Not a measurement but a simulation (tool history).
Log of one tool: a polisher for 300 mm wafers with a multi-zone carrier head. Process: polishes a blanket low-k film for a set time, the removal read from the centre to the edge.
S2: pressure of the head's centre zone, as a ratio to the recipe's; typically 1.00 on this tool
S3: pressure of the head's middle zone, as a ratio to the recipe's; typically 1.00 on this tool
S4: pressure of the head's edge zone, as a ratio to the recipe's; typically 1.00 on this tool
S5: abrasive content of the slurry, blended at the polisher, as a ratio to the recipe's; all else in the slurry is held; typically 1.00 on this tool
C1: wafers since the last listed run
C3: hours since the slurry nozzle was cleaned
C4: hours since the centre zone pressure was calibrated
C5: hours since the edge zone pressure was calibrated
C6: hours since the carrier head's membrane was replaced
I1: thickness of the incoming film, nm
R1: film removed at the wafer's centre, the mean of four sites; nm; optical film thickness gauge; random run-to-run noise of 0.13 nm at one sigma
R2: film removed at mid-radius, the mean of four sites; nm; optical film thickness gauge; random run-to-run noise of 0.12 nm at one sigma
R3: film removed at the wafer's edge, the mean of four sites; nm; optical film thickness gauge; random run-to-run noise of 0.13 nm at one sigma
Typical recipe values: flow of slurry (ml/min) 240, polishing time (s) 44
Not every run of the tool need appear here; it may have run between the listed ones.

{"run": 1, "day": 0.0, "flow of slurry (ml/min)": 240, "S2": 1.0, "S3": 1.0, "S4": 1.0, "S5": 1.0, "polishing time (s)": 44, "C1": 0, "wafers polished on this pad": 1128, "C3": 346.5, "C4": 977.8, "C5": 1113.7, "C6": 1476.0, "I1": 549.7, "R1": 15.8, "R2": 14.2, "R3": 13.8}
{"day": 0.242, "done": "worn pad replaced by a new one"}
{"day": 0.362, "done": "slurry nozzle cleaned"}
{"day": 0.767, "done": "centre zone pressure recalibrated"}
{"run": 2, "day": 0.788, "flow of slurry (ml/min)": 240, "S2": 1.0, "S3": 1.0, "S4": 1.0, "S5": 1.0, "polishing time (s)": 44, "C1": 159, "wafers polished on this pad": 134, "C3": 10.2, "C4": 0.5, "C5": 1132.6, "C6": 1494.9, "I1": 547.9, "R1": 14.3, "R2": 14.1, "R3": 13.8}
{"run": 3, "day": 1.292, "flow of slurry (ml/min)": 240, "S2": 1.0, "S3": 1.0, "S4": 1.0, "S5": 1.0, "polishing time (s)": 44, "C1": 161, "wafers polished on this pad": 296, "C3": 22.3, "C4": 12.6, "C5": 1144.7, "C6": 1507.0, "I1": 555.5, "R1": 14.7, "R2": 14.1, "R3": 13.8}
{"run": 4, "day": 1.617, "flow of slurry (ml/min)": 240, "S2": 1.0, "S3": 1.0, "S4": 1.0, "S5": 1.0, "polishing time (s)": 44, "C1": 104, "wafers polished on this pad": 401, "C3": 30.1, "C4": 20.4, "C5": 1152.5, "C6": 1514.8, "I1": 555.3, "R1": 14.7, "R2": 14.3, "R3": 14.0}
{"run": 5, "day": 2.062, "flow of slurry (ml/min)": 240, "S2": 1.0, "S3": 1.0, "S4": 1.0, "S5": 1.0, "polishing time (s)": 44, "C1": 143, "wafers polished on this pad": 544, "C3": 40.8, "C4": 31.1, "C5": 1163.2, "C6": 1525.5, "I1": 541.4, "R1": 14.6, "R2": 14.2, "R3": 13.9}
{"run": 6, "day": 2.579, "flow of slurry (ml/min)": 240, "S2": 1.0, "S3": 1.0, "S4": 1.0, "S5": 1.0, "polishing time (s)": 44, "C1": 165, "wafers polished on this pad": 710, "C3": 53.2, "C4": 43.5, "C5": 1175.6, "C6": 1537.9, "I1": 554.3, "R1": 14.7, "R2": 14.2, "R3": 14.2}
{"day": 3.408, "done": "worn pad replaced by a new one"}
{"run": 7, "day": 3.767, "flow of slurry (ml/min)": 240, "S2": 1.0, "S3": 1.0, "S4": 1.0, "S5": 1.0, "polishing time (s)": 44, "C1": 327, "wafers polished on this pad": 114, "C3": 81.7, "C4": 72.0, "C5": 1204.1, "C6": 1566.4, "I1": 547.5, "R1": 14.6, "R2": 14.0, "R3": 13.8}
{"run": 8, "day": 4.221, "flow of slurry (ml/min)": 240, "S2": 1.0, "S3": 0.89, "S4": 0.89, "S5": 1.0, "polishing time (s)": 44, "C1": 145, "wafers polished on this pad": 260, "C3": 92.6, "C4": 82.9, "C5": 1215.0, "C6": 1577.3, "I1": 542.9, "R1": 14.6, "R2": 12.9, "R3": 13.3}
{"run": 9, "day": 4.492, "flow of slurry (ml/min)": 240, "S2": 1.0, "S3": 1.0, "S4": 1.0, "S5": 1.0, "polishing time (s)": 44, "C1": 87, "wafers polished on this pad": 347, "C3": 99.1, "C4": 89.4, "C5": 1221.5, "C6": 1583.8, "I1": 543.5, "R1": 14.6, "R2": 14.0, "R3": 13.8}
{"run": 10, "day": 4.917, "flow of slurry (ml/min)": 240, "S2": 1.0, "S3": 0.96, "S4": 1.0, "S5": 1.0, "polishing time (s)": 51, "C1": 136, "wafers polished on this pad": 484, "C3": 109.3, "C4": 99.6, "C5": 1231.7, "C6": 1594.0, "I1": 546.4, "R1": 17.0, "R2": 15.8, "R3": 16.1}
{"day": 5.612, "done": "edge zone pressure recalibrated"}
{"run": 11, "day": 5.633, "flow of slurry (ml/min)": 240, "S2": 1.0, "S3": 1.0, "S4": 1.0, "S5": 1.0, "polishing time (s)": 44, "C1": 203, "wafers polished on this pad": 687, "C3": 126.5, "C4": 116.8, "C5": 0.5, "C6": 1611.2, "I1": 555.6, "R1": 14.6, "R2": 14.1, "R3": 13.9}
{"run": 12, "day": 5.946, "flow of slurry (ml/min)": 240, "S2": 1.0, "S3": 1.0, "S4": 1.0, "S5": 1.0, "polishing time (s)": 44, "C1": 100, "wafers polished on this pad": 788, "C3": 134.0, "C4": 124.3, "C5": 8.0, "C6": 1618.7, "I1": 548.7, "R1": 14.5, "R2": 13.9, "R3": 14.1}
{"run": 13, "day": 6.317, "flow of slurry (ml/min)": 240, "S2": 1.0, "S3": 1.09, "S4": 1.0, "S5": 1.15, "polishing time (s)": 44, "C1": 119, "wafers polished on this pad": 907, "C3": 142.9, "C4": 133.2, "C5": 16.9, "C6": 1627.6, "I1": 553.9, "R1": 15.8, "R2": 16.5, "R3": 15.3}
{"day": 6.867, "done": "worn pad replaced by a new one"}
{"day": 7.088, "done": "carrier head's membrane replaced by a new one"}
{"run": 14, "day": 7.108, "flow of slurry (ml/min)": 240, "S2": 1.0, "S3": 1.0, "S4": 0.94, "S5": 1.0, "polishing time (s)": 44, "C1": 133, "wafers polished on this pad": 10, "C3": 161.9, "C4": 152.2, "C5": 35.9, "C6": 0.5, "I1": 544.6, "R1": 14.7, "R2": 14.0, "R3": 13.6}
{"run": 15, "day": 7.362, "flow of slurry (ml/min)": 240, "S2": 1.0, "S3": 1.0, "S4": 1.0, "S5": 1.0, "polishing time (s)": 44, "C1": 81, "wafers polished on this pad": 92, "C3": 168.0, "C4": 158.3, "C5": 42.0, "C6": 6.6, "I1": 555.3, "R1": 14.5, "R2": 14.2, "R3": 13.8}
{"run": 16, "day": 7.9, "flow of slurry (ml/min)": 240, "S2": 1.0, "S3": 1.0, "S4": 1.0, "S5": 0.75, "polishing time (s)": 30, "C1": 172, "wafers polished on this pad": 265, "C3": 180.9, "C4": 171.2, "C5": 54.9, "C6": 19.5, "I1": 555.2, "R1": 8.1, "R2": 7.8, "R3": 7.7}
{"run": 17, "day": 9.688, "flow of slurry (ml/min)": 190, "S2": 1.0, "S3": 1.0, "S4": 1.0, "S5": 1.0, "polishing time (s)": 44, "C1": 574, "wafers polished on this pad": 839, "C3": 223.8, "C4": 214.1, "C5": 97.8, "C6": 62.4, "I1": 557.1, "R1": 14.1, "R2": 14.0, "R3": 13.7}
{"day": 10.254, "done": "worn pad replaced by a new one"}
{"run": 18, "day": 10.412, "flow of slurry (ml/min)": 215, "S2": 1.0, "S3": 1.0, "S4": 1.0, "S5": 0.75, "polishing time (s)": 44, "C1": 179, "wafers polished on this pad": 51, "C3": 241.2, "C4": 231.5, "C5": 115.2, "C6": 79.8, "I1": 543.7, "R1": 11.8, "R2": 11.2, "R3": 11.3}
{"run": 19, "day": 10.746, "flow of slurry (ml/min)": 310, "S2": 1.06, "S3": 1.0, "S4": 1.0, "S5": 1.0, "polishing time (s)": 48, "C1": 107, "wafers polished on this pad": 158, "C3": 249.2, "C4": 239.5, "C5": 123.2, "C6": 87.8, "I1": 546.3, "R1": 17.5, "R2": 15.7, "R3": 15.5}
{"run": 20, "day": 11.233, "flow of slurry (ml/min)": 240, "S2": 1.0, "S3": 1.0, "S4": 1.0, "S5": 1.0, "polishing time (s)": 37, "C1": 156, "wafers polished on this pad": 315, "C3": 260.9, "C4": 251.2, "C5": 134.9, "C6": 99.5, "I1": 555.0, "R1": 12.4, "R2": 11.7, "R3": 11.6}
{"run": 21, "day": 11.533, "flow of slurry (ml/min)": 300, "S2": 0.88, "S3": 0.89, "S4": 0.96, "S5": 1.0, "polishing time (s)": 44, "C1": 96, "wafers polished on this pad": 411, "C3": 268.1, "C4": 258.4, "C5": 142.1, "C6": 106.7, "I1": 545.5, "R1": 13.4, "R2": 13.3, "R3": 13.7}

Some steps in R1, run to run, broken into two amounts with sign: the step expected even without the hidden condition (settings, incoming material, random variation), and the rest, left for the hidden condition together with whatever gauge scatter is not in both the measured and the hidden-condition-free result:
Hidden conditions of the tool in this case: removal rate lost through wear of the pad, %; slurry flow missing at the pad, %; deviation of the centre zone's pressure from its setpoint, %; deviation of the edge zone's pressure from its setpoint, %.
Run 1 -> 2: worn pad replaced by a new one, slurry nozzle cleaned, centre zone pressure recalibrated. R1 -1.5 nm: hidden state -1.3, all else -0.2.
Run 2 -> 3: no setting changed, nothing entered. R1 +0.4 nm: hidden state +0.1, all else +0.3.
Run 15 -> 16: S5 1.00 -> 0.75, polishing time (s) 44 -> 30. R1 -6.4 nm: hidden state +0.0, all else -6.4.
Run 16 -> 17: flow of slurry (ml/min) 240 -> 190, S5 0.75 -> 1.00, polishing time (s) 30 -> 44. R1 +6.0 nm: hidden state +0.0, all else +6.0.
